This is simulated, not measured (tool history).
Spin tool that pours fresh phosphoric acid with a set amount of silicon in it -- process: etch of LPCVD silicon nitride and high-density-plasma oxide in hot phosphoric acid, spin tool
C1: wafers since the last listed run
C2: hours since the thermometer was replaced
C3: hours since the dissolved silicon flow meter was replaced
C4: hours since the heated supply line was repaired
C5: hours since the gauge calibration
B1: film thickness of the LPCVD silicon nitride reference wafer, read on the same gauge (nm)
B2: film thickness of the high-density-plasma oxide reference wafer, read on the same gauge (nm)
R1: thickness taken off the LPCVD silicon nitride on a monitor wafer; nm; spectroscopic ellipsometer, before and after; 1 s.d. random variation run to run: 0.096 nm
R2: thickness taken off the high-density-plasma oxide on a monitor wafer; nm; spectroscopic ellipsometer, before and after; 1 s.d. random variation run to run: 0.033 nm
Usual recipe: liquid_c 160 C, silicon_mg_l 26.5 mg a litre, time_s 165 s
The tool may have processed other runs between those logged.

run 1 hour=0 | liquid_c=160 silicon_mg_l=26.5 time_s=165 | C1=0 C2=55.3 C3=1532.4 C4=2425.9 C5=74.7 | B1=69.98 B2=120 | R1=10.91 R2=0.28
run 2 hour=12.4 | liquid_c=160 silicon_mg_l=26.5 time_s=165 | C1=71 C2=67.7 C3=1544.8 C4=2438.3 C5=87.1 | B1=69.99 B2=119.993 | R1=11.11 R2=0.321
run 3 hour=46.7 | liquid_c=160 silicon_mg_l=26.5 time_s=165 | C1=197 C2=102 C3=1579.1 C4=2472.6 C5=121.4 | B1=70.02 B2=119.973 | R1=10.96 R2=0.328
run 4 hour=82.6 | liquid_c=157.5 silicon_mg_l=26.5 time_s=235 | C1=207 C2=137.9 C3=1615 C4=2508.5 C5=157.3 | B1=69.99 B2=119.992 | R1=13.93 R2=0.374
run 5 hour=95.5 | liquid_c=160 silicon_mg_l=34.5 time_s=165 | C1=74 C2=150.8 C3=1627.9 C4=2521.4 C5=170.2 | B1=70 B2=119.985 | R1=10.73 R2=0.255
run 6 hour=116.9 | liquid_c=159 silicon_mg_l=26.5 time_s=165 | C1=123 C2=172.2 C3=1649.3 C4=2542.8 C5=191.6 | B1=70 B2=119.975 | R1=10.46 R2=0.292
-- hour=137.4 heated supply line repaired
run 7 hour=137.9 | liquid_c=160 silicon_mg_l=26.5 time_s=100 | C1=115 C2=193.2 C3=1670.3 C4=0.5 C5=212.6 | B1=70.01 B2=119.998 | R1=7.41 R2=0.265
run 8 hour=165.2 | liquid_c=160 silicon_mg_l=26.5 time_s=165 | C1=157 C2=220.5 C3=1697.6 C4=27.8 C5=239.9 | B1=70.01 B2=120.019 | R1=12.25 R2=0.377
run 9 hour=196.3 | liquid_c=160 silicon_mg_l=43.5 time_s=260 | C1=179 C2=251.6 C3=1728.7 C4=58.9 C5=271 | B1=70 B2=119.998 | R1=19.06 R2=0.222
run 10 hour=218.3 | liquid_c=158.5 silicon_mg_l=10 time_s=235 | C1=126 C2=273.6 C3=1750.7 C4=80.9 C5=293 | B1=69.99 B2=119.981 | R1=16.14 R2=0.698
run 11 hour=234.6 | liquid_c=160 silicon_mg_l=12.5 time_s=165 | C1=94 C2=289.9 C3=1767 C4=97.2 C5=309.3 | B1=70 B2=119.999 | R1=12.21 R2=0.591
-- hour=243.5 dissolved silicon flow meter replaced
run 12 hour=265.2 | liquid_c=161 silicon_mg_l=18.5 time_s=165 | C1=170 C2=320.5 C3=21.7 C4=127.8 C5=339.9 | B1=69.99 B2=119.963 | R1=12.33 R2=0.604
run 13 hour=289.6 | liquid_c=161 silicon_mg_l=46.5 time_s=190 | C1=140 C2=344.9 C3=46.1 C4=152.2 C5=364.3 | B1=70.01 B2=119.968 | R1=14.3 R2=0.174
run 14 hour=305.5 | liquid_c=160 silicon_mg_l=26.5 time_s=85 | C1=91 C2=360.8 C3=62 C4=168.1 C5=380.2 | B1=70 B2=119.983 | R1=6.19 R2=0.189
run 15 hour=333.6 | liquid_c=160 silicon_mg_l=26.5 time_s=165 | C1=162 C2=388.9 C3=90.1 C4=196.2 C5=408.3 | B1=70 B2=120.014 | R1=12.18 R2=0.396
-- hour=346.9 gauge calibrated
run 16 hour=350.7 | liquid_c=160 silicon_mg_l=14.5 time_s=165 | C1=98 C2=406 C3=107.2 C4=213.3 C5=3.8 | B1=70 B2=120.015 | R1=12.04 R2=0.542
run 17 hour=381.2 | liquid_c=160 silicon_mg_l=26.5 time_s=165 | C1=175 C2=436.5 C3=137.7 C4=243.8 C5=34.3 | B1=70.02 B2=120.026 | R1=11.96 R2=0.392
run 18 hour=396.8 | liquid_c=157.5 silicon_mg_l=34 time_s=165 | C1=89 C2=452.1 C3=153.3 C4=259.4 C5=49.9 | B1=69.99 B2=119.998 | R1=10.92 R2=0.217
run 19 hour=419 | liquid_c=157.5 silicon_mg_l=16.5 time_s=165 | C1=128 C2=474.3 C3=175.5 C4=281.6 C5=72.1 | B1=69.99 B2=119.996 | R1=10.96 R2=0.467
run 20 hour=442.9 | liquid_c=160 silicon_mg_l=26.5 time_s=165 | C1=137 C2=498.2 C3=199.4 C4=305.5 C5=96 | B1=69.97 B2=119.986 | R1=11.8 R2=0.361
run 21 hour=455.8 | liquid_c=162 silicon_mg_l=26.5 time_s=125 | C1=74 C2=511.1 C3=212.3 C4=318.4 C5=108.9 | B1=70 B2=119.998 | R1=9.55 R2=0.378
run 22 hour=479.6 | liquid_c=160 silicon_mg_l=26.5 time_s=165 | C1=137 C2=534.9 C3=236.1 C4=342.2 C5=132.7 | B1=70 B2=119.996 | R1=11.66 R2=0.346

Forecast each of these 3 alternatives for the next run:
run A hour=480.1 | liquid_c=160 silicon_mg_l=26.5 time_s=230 | C1=2 C2=535.4 C3=236.6 C4=342.7 C5=133.2 | B1=? B2=? | R1=? R2=?
run B hour=480.1 | liquid_c=160 silicon_mg_l=26.5 time_s=210 | C1=2 C2=535.4 C3=236.6 C4=342.7 C5=133.2 | B1=? B2=? | R1=? R2=?
run C hour=480.1 | liquid_c=162.5 silicon_mg_l=26.5 time_s=165 | C1=2 C2=535.4 C3=236.6 C4=342.7 C5=133.2 | B1=? B2=? | R1=? R2=?

run=A B1=70.01 B2=120.033 R1=16.53 R2=0.471
run=B B1=70.01 B2=120.033 R1=15.1 R2=0.43
run=C B1=70.01 B2=120.033 R1=12.9 R2=0.407
The same runs, with their run-to-run variation unchanged, on a tool lacking any hidden condition would have given:
run=A R1=17.41 R2=0.528
run=B R1=15.89 R2=0.482
run=C R1=13.58 R2=0.455
